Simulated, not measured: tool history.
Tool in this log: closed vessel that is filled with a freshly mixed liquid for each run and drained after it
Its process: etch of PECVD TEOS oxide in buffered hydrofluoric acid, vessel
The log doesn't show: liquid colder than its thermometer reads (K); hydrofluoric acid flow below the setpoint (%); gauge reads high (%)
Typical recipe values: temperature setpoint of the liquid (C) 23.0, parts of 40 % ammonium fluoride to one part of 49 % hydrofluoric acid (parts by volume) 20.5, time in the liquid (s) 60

| run | hour | temperature setpoint of the liquid (C) | parts of 40 % ammonium fluoride to one part of 49 % hydrofluoric acid (parts by volume) | time in the liquid (s) | wafers since the last listed run | hours since the thermometer was replaced | hours since the hydrofluoric acid flow meter was replaced | hours since the gauge calibration | read-back film thickness of the PECVD TEOS oxide reference wafer, read on the same gauge (nm) | thickness taken off the PECVD TEOS oxide on a monitor wafer (Å) |
|---|---|---|---|---|---|---|---|---|---|---|
| 1 | 0.0 | 23.0 | 16.0 | 60 | 0 | 2504.4 | 1089.6 | 342.4 | 100.01 | 715.5 |
| 2 | 10.3 | 23.0 | 16.0 | 60 | 726 | 2514.7 | 1099.9 | 352.7 | 100.01 | 720.8 |
| 3 | 26.6 | 26.5 | 20.5 | 60 | 1149 | 2531.0 | 1116.2 | 369.0 | 99.99 | 695.0 |
| 4 | 35.1 | 26.5 | 20.5 | 60 | 599 | 2539.5 | 1124.7 | 377.5 | 100.02 | 689.9 |
| 5 | 48.8 | 23.0 | 20.5 | 60 | 965 | 2553.2 | 1138.4 | 391.2 | 100.01 | 567.3 |
| 6 | 57.9 | 23.0 | 20.5 | 60 | 641 | 2562.3 | 1147.5 | 400.3 | 100.01 | 561.6 |
| 7 | 72.1 | 23.0 | 20.5 | 60 | 1001 | 2576.5 | 1161.7 | 414.5 | 100.00 | 562.0 |
| 8 | 89.2 | 23.0 | 20.5 | 60 | 1205 | 2593.6 | 1178.8 | 431.6 | 99.99 | 560.6 |
|  | 94.6 | gauge calibrated |
| 9 | 101.0 | 23.0 | 20.5 | 60 | 831 | 2605.4 | 1190.6 | 6.4 | 100.00 | 561.8 |
| 10 | 113.0 | 19.5 | 20.5 | 60 | 846 | 2617.4 | 1202.6 | 18.4 | 99.99 | 465.4 |
| 11 | 126.0 | 23.0 | 20.5 | 70 | 916 | 2630.4 | 1215.6 | 31.4 | 100.01 | 656.7 |
| 12 | 136.8 | 23.0 | 20.5 | 60 | 761 | 2641.2 | 1226.4 | 42.2 | 100.00 | 562.2 |
| 13 | 151.7 | 23.0 | 15.5 | 60 | 1050 | 2656.1 | 1241.3 | 57.1 | 99.99 | 739.8 |
| 14 | 159.6 | 25.5 | 28.0 | 60 | 557 | 2664.0 | 1249.2 | 65.0 | 99.99 | 519.6 |
| 15 | 172.4 | 23.0 | 15.5 | 60 | 902 | 2676.8 | 1262.0 | 77.8 | 100.01 | 733.4 |
| 16 | 178.8 | 23.0 | 20.5 | 60 | 451 | 2683.2 | 1268.4 | 84.2 | 100.01 | 564.7 |
| 17 | 192.5 | 23.0 | 20.5 | 60 | 965 | 2696.9 | 1282.1 | 97.9 | 100.01 | 562.0 |
| 18 | 200.4 | 23.0 | 20.5 | 95 | 557 | 2704.8 | 1290.0 | 105.8 | 100.01 | 887.5 |
| 19 | 209.7 | 25.0 | 25.5 | 60 | 655 | 2714.1 | 1299.3 | 115.1 | 100.00 | 543.3 |
|  | 216.5 | hydrofluoric acid flow meter replaced |
| 20 | 218.6 | 23.0 | 25.0 | 80 | 557 | 2723.0 | 2.1 | 124.0 | 99.99 | 655.8 |
|  | 225.3 | thermometer replaced |
| 21 | 227.3 | 21.0 | 20.5 | 60 | 542 | 2.0 | 10.8 | 132.7 | 100.00 | 591.3 |
| 22 | 236.7 | 23.0 | 20.5 | 60 | 662 | 11.4 | 20.2 | 142.1 | 100.01 | 655.4 |
| 23 | 245.2 | 19.0 | 23.5 | 45 | 599 | 19.9 | 28.7 | 150.6 | 100.00 | 355.3 |
| 24 | 260.9 | 27.5 | 20.5 | 75 | 1106 | 35.6 | 44.4 | 166.3 | 100.00 | 1053.7 |
| 25 | 270.8 | 25.5 | 20.5 | 50 | 698 | 45.5 | 54.3 | 176.2 | 99.99 | 626.9 |
| 26 | 282.1 | 23.0 | 20.5 | 60 | 796 | 56.8 | 65.6 | 187.5 | 100.00 | 653.3 |
| 27 | 298.3 | 23.0 | 20.5 | 60 | 1142 | 73.0 | 81.8 | 203.7 | 100.01 | 662.3 |
| 28 | 312.7 | 24.5 | 27.0 | 60 | 1015 | 87.4 | 96.2 | 218.1 | 100.00 | 586.2 |
| 29 | 326.0 | 26.0 | 16.0 | 85 | 937 | 100.7 | 109.5 | 231.4 | 100.01 | 1388.6 |
| 30 | 342.2 | 26.5 | 20.5 | 85 | 1142 | 116.9 | 125.7 | 247.6 | 99.99 | 1123.8 |
| 31 | 354.0 | 23.0 | 22.5 | 60 | 831 | 128.7 | 137.5 | 259.4 | 99.98 | 617.0 |
| 32 | 360.5 | 26.5 | 13.5 | 90 | 458 | 135.2 | 144.0 | 265.9 | 100.00 | 1762.8 |
| 33 | 374.8 | 27.5 | 20.5 | 60 | 1008 | 149.5 | 158.3 | 280.2 | 99.98 | 830.0 |
| 34 | 390.8 | 18.0 | 24.5 | 45 | 1128 | 165.5 | 174.3 | 296.2 | 99.99 | 328.0 |

For each run, the measured value with the value that run would have given without the tool's hidden condition subtracted. The run-to-run variation is shared by both, the gauge scatter possibly not:
| run | thickness taken off the PECVD TEOS oxide on a monitor wafer (Å) |
|---|---|
| 1 | -115.6 |
| 2 | -117.0 |
| 3 | -110.8 |
| 4 | -110.4 |
| 5 | -93.4 |
| 6 | -92.8 |
| 7 | -93.2 |
| 8 | -93.7 |
| 9 | -94.3 |
| 10 | -80.4 |
| 11 | -111.1 |
| 12 | -95.4 |
| 13 | -125.8 |
| 14 | -87.8 |
| 15 | -125.7 |
| 16 | -97.3 |
| 17 | -97.3 |
| 18 | -154.1 |
| 19 | -93.3 |
| 20 | -114.6 |
| 21 | -2.0 |
| 22 | -2.2 |
| 23 | -1.4 |
| 24 | -5.1 |
| 25 | -3.1 |
| 26 | -3.6 |
| 27 | -4.4 |
| 28 | -4.2 |
| 29 | -10.5 |
| 30 | -9.8 |
| 31 | -5.8 |
| 32 | -16.1 |
| 33 | -8.5 |
| 34 | -3.8 |
